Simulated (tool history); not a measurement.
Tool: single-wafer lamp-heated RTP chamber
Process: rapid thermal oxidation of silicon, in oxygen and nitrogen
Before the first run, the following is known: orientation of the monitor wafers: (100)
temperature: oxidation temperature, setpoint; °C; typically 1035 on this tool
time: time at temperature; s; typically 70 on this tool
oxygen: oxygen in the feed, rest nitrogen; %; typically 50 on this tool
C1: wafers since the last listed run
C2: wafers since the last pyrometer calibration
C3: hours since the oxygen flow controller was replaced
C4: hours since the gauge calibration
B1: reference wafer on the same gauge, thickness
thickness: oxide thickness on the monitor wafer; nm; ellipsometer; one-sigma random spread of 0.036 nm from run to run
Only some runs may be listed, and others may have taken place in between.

{"run": 1, "hour": 0.0, "temperature": 1035, "time": 70, "oxygen": 50, "C1": 0, "C2": 1491, "C3": 3962.8, "C4": 400.2, "B1": 6.187, "thickness": 6.579}
{"run": 2, "hour": 107.1, "temperature": 1035, "time": 70, "oxygen": 50, "C1": 956, "C2": 2447, "C3": 4069.9, "C4": 507.3, "B1": 6.196, "thickness": 6.59}
{"hour": 189.6, "done": "gauge calibrated"}
{"run": 3, "hour": 192.5, "temperature": 1035, "time": 70, "oxygen": 50, "C1": 762, "C2": 3210, "C3": 4155.3, "C4": 2.9, "B1": 6.198, "thickness": 6.6}
{"hour": 206.3, "done": "pyrometer window cleaned and pyrometer calibrated"}
{"run": 4, "hour": 299.2, "temperature": 1035, "time": 70, "oxygen": 50, "C1": 881, "C2": 829, "C3": 4262.0, "C4": 109.6, "B1": 6.2, "thickness": 6.631}
{"run": 5, "hour": 383.4, "temperature": 1024, "time": 70, "oxygen": 50, "C1": 751, "C2": 1580, "C3": 4346.2, "C4": 193.8, "B1": 6.198, "thickness": 6.023}
{"run": 6, "hour": 449.4, "temperature": 1035, "time": 70, "oxygen": 39, "C1": 589, "C2": 2170, "C3": 4412.2, "C4": 259.8, "B1": 6.199, "thickness": 6.03}
{"run": 7, "hour": 515.0, "temperature": 1035, "time": 70, "oxygen": 50, "C1": 585, "C2": 2755, "C3": 4477.8, "C4": 325.4, "B1": 6.197, "thickness": 6.552}
{"hour": 540.5, "done": "pyrometer window cleaned and pyrometer calibrated"}
{"run": 8, "hour": 604.8, "temperature": 1035, "time": 42, "oxygen": 38, "C1": 730, "C2": 573, "C3": 4567.6, "C4": 415.2, "B1": 6.191, "thickness": 4.83}
{"run": 9, "hour": 698.2, "temperature": 1035, "time": 42, "oxygen": 38, "C1": 833, "C2": 1407, "C3": 4661.0, "C4": 508.6, "B1": 6.202, "thickness": 4.774}
{"hour": 779.0, "done": "gauge calibrated"}
{"hour": 783.8, "done": "oxygen flow controller replaced"}
{"run": 10, "hour": 791.1, "temperature": 1058, "time": 53, "oxygen": 25, "C1": 757, "C2": 2165, "C3": 7.3, "C4": 12.1, "B1": 6.185, "thickness": 5.341}
{"run": 11, "hour": 832.8, "temperature": 1005, "time": 94, "oxygen": 58, "C1": 372, "C2": 2537, "C3": 49.0, "C4": 53.8, "B1": 6.21, "thickness": 6.343}

For run 12, what comes out?
{"run": 12, "hour": 884.3, "temperature": 1018, "time": 92, "oxygen": 62, "C1": 459, "C2": 2997, "C3": 100.5, "C4": 105.3, "B1": "?", "thickness": "?"}

{"run 12": {"B1": 6.199, "thickness": 7.124}}
With no hidden state in the tool, this same run would have given thickness 7.124 nm.
